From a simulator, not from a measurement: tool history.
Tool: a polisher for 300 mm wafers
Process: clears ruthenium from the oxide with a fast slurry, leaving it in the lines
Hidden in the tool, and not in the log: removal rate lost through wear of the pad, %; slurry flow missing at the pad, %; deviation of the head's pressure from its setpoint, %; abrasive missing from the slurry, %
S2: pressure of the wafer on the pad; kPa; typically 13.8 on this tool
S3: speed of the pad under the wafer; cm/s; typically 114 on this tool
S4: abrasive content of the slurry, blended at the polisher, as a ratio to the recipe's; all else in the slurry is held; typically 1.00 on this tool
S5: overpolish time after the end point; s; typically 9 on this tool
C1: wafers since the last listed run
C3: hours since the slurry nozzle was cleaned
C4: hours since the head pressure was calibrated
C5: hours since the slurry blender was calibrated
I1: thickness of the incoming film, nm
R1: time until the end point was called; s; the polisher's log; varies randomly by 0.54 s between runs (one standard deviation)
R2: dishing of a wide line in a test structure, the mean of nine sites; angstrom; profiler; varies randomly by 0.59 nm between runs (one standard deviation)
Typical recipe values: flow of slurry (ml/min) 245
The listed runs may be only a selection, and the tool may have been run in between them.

Run 1, day 0.000: usual settings; C1 0; wafers polished on this pad 263; C3 718.7; C4 648.7; C5 214.5; I1 202.2. Result: R1 44.2 s, R2 281 angstrom.
Run 2, day 0.458: usual settings but S2 15.9 kPa, S4 0.85; C1 130; wafers polished on this pad 393; C3 729.7; C4 659.7; C5 225.5; I1 203.8. Result: R1 43.3 s, R2 292 angstrom.
At day 0.983: worn pad replaced by a new one.
Run 3, day 1.004: usual settings but S2 15.9 kPa, S4 0.85; C1 107; wafers polished on this pad 5; C3 742.8; C4 672.8; C5 238.6; I1 201.4. Result: R1 40.4 s, R2 292 angstrom.
Run 4, day 1.604: usual settings but S2 15.9 kPa, S4 0.85; C1 170; wafers polished on this pad 176; C3 757.2; C4 687.2; C5 253.0; I1 202.5. Result: R1 42.9 s, R2 287 angstrom.
Run 5, day 1.871: usual settings but S2 14.5 kPa; C1 75; wafers polished on this pad 252; C3 763.6; C4 693.6; C5 259.4; I1 200.5. Result: R1 43.1 s, R2 286 angstrom.
Run 6, day 2.525: usual settings but S2 14.5 kPa; C1 186; wafers polished on this pad 438; C3 779.3; C4 709.3; C5 275.1; I1 198.2. Result: R1 42.0 s, R2 281 angstrom.
At day 3.396: worn pad replaced by a new one.
Run 7, day 3.417: usual settings but S2 14.5 kPa; C1 206; wafers polished on this pad 5; C3 800.7; C4 730.7; C5 296.5; I1 200.7. Result: R1 41.0 s, R2 292 angstrom.
Run 8, day 4.788: usual settings but flow of slurry (ml/min) 300; C1 389; wafers polished on this pad 395; C3 833.6; C4 763.6; C5 329.4; I1 197.4. Result: R1 42.5 s, R2 279 angstrom.
At day 5.400: worn pad replaced by a new one.
Run 9, day 6.050: usual settings; C1 311; wafers polished on this pad 184; C3 863.9; C4 793.9; C5 359.7; I1 200.0. Result: R1 45.4 s, R2 262 angstrom.
Run 10, day 6.658: usual settings but flow of slurry (ml/min) 280, S2 17.2 kPa, S4 1.15, S5 4 s; C1 173; wafers polished on this pad 357; C3 878.5; C4 808.5; C5 374.3; I1 200.3. Result: R1 32.8 s, R2 169 angstrom.
At day 6.938: head pressure recalibrated.
At day 6.958: slurry blender recalibrated.
At day 7.383: worn pad replaced by a new one.
Run 11, day 7.404: usual settings but flow of slurry (ml/min) 180, S2 9.0 kPa, S5 7 s; C1 135; wafers polished on this pad 5; C3 896.4; C4 11.2; C5 10.7; I1 197.3. Result: R1 64.5 s, R2 150 angstrom.
Run 12, day 7.921: usual settings but flow of slurry (ml/min) 270; C1 146; wafers polished on this pad 152; C3 908.8; C4 23.6; C5 23.1; I1 201.6. Result: R1 44.2 s, R2 290 angstrom.
At day 8.429: slurry nozzle cleaned.
At day 9.446: worn pad replaced by a new one.
Run 13, day 9.588: usual settings but S3 104 cm/s, S4 0.90; C1 414; wafers polished on this pad 40; C3 27.8; C4 63.6; C5 63.1; I1 199.6. Result: R1 49.6 s, R2 255 angstrom.
Run 14, day 9.883: usual settings but S2 10.3 kPa, S3 78 cm/s, S4 1.25, S5 6 s; C1 84; wafers polished on this pad 124; C3 34.9; C4 70.7; C5 70.2; I1 202.4. Result: R1 73.1 s, R2 110 angstrom.
Run 15, day 10.488: usual settings; C1 171; wafers polished on this pad 296; C3 49.4; C4 85.2; C5 84.7; I1 199.1. Result: R1 44.7 s, R2 276 angstrom.
Run 16, day 10.854: usual settings but S2 9.0 kPa, S3 140 cm/s, S4 0.75, S5 11 s; C1 104; wafers polished on this pad 400; C3 58.2; C4 94.0; C5 93.5; I1 197.5. Result: R1 61.5 s, R2 233 angstrom.

Branching from run 16: 4 alternative next runs. What would each branch give?
Run A, day 10.871: usual settings but S2 17.2 kPa; C1 4; wafers polished on this pad 405; C3 58.6; C4 94.4; C5 93.9; I1 198.2. Result: R1 ?, R2 ?.
Run B, day 10.871: usual settings but S5 7 s; C1 4; wafers polished on this pad 405; C3 58.6; C4 94.4; C5 93.9; I1 198.2. Result: R1 ?, R2 ?.
Run C, day 10.871: usual settings but S3 98 cm/s; C1 4; wafers polished on this pad 405; C3 58.6; C4 94.4; C5 93.9; I1 198.2. Result: R1 ?, R2 ?.
Run D, day 10.871: usual settings but S4 1.10; C1 4; wafers polished on this pad 405; C3 58.6; C4 94.4; C5 93.9; I1 198.2. Result: R1 ?, R2 ?.

run    R1   R2
  A  35.9  327
  B  43.9  217
  C  51.1  238
  D  41.9  285
Stripped of hidden state, with their random variation kept, the same runs would have yielded:
run    R1   R2
  A  34.0  342
  B  41.6  228
  C  48.4  250
  D  39.7  299

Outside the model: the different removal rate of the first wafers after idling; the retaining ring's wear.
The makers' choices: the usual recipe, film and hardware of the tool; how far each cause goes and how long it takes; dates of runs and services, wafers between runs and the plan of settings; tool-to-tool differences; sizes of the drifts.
